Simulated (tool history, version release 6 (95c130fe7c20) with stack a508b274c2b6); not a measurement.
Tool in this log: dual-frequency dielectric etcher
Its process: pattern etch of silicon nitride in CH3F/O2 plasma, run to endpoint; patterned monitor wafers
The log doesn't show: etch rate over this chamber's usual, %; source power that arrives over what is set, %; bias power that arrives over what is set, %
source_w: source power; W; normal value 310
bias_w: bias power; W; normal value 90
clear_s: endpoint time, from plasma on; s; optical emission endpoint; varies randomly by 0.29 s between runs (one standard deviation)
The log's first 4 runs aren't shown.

run,hour,source_w,bias_w,wafers since the last listed run,hours since the last wet clean,hours since the last source power generator calibration,hours since the last bias power generator calibration,hours since the last upper electrode change,"incoming incoming film thickness, nm",clear_s
5,120.4,310,90,570,89.8,4604.2,4016,2268,83,95.8
6,194.7,310,90,607,164.1,4678.5,4090.3,2342.3,81.6,93.9
7,227.2,310,90,265,196.6,4711,4122.8,2374.8,82.6,95.5
8,261.3,310,84,278,230.7,4745.1,4156.9,2408.9,82.6,98.5
9,278,310,83,136,247.4,4761.8,4173.6,2425.6,82.8,99.1
# hour 284.8: bias power generator calibrated
10,299.3,310,83,141,268.7,4783.1,14.5,2446.9,81.7,97.5
11,329.4,310,83,246,298.8,4813.2,44.6,2477,82.1,98.2
12,354.1,310,96,202,323.5,4837.9,69.3,2501.7,83.4,92.1
13,377,310,105,187,346.4,4860.8,92.2,2524.6,82.4,86.9
14,401.1,310,90,197,370.5,4884.9,116.3,2548.7,81.7,94
# hour 427.2: source power generator calibrated
15,430.4,240,90,206,399.8,3.2,145.6,2578,82.3,105.3
16,449.7,260,108,157,419.1,22.5,164.9,2597.3,82.5,91.6
17,478.4,260,110,234,447.8,51.2,193.6,2626,82.1,90.8
18,542.7,310,90,525,512.1,115.5,257.9,2690.3,82.1,93.1
19,556.5,340,81,112,525.9,129.3,271.7,2704.1,82,94.8
# hour 583.2: wet clean of the chamber
20,591.9,340,81,93,8.7,164.7,307.1,2739.5,81.9,95.9
21,621.1,380,106,238,37.9,193.9,336.3,2768.7,82.6,80.3
22,637.5,230,90,134,54.3,210.3,352.7,2785.1,82.4,108.3
# hour 701.3: upper electrode replaced
23,735.9,310,90,608,152.7,308.7,451.1,34.6,82.8,95.3
24,765.9,350,78,245,182.7,338.7,481.1,64.6,83.1,98.1

Run 25 comes next. What will it give?
25,800.2,290,79,280,217,373,515.4,98.9,82.2,?

Run 25 yielded clear_s 103.8 s.
Were there no unlogged condition in the tool, this run, its random variation unchanged, would have produced clear_s 104.4 s.

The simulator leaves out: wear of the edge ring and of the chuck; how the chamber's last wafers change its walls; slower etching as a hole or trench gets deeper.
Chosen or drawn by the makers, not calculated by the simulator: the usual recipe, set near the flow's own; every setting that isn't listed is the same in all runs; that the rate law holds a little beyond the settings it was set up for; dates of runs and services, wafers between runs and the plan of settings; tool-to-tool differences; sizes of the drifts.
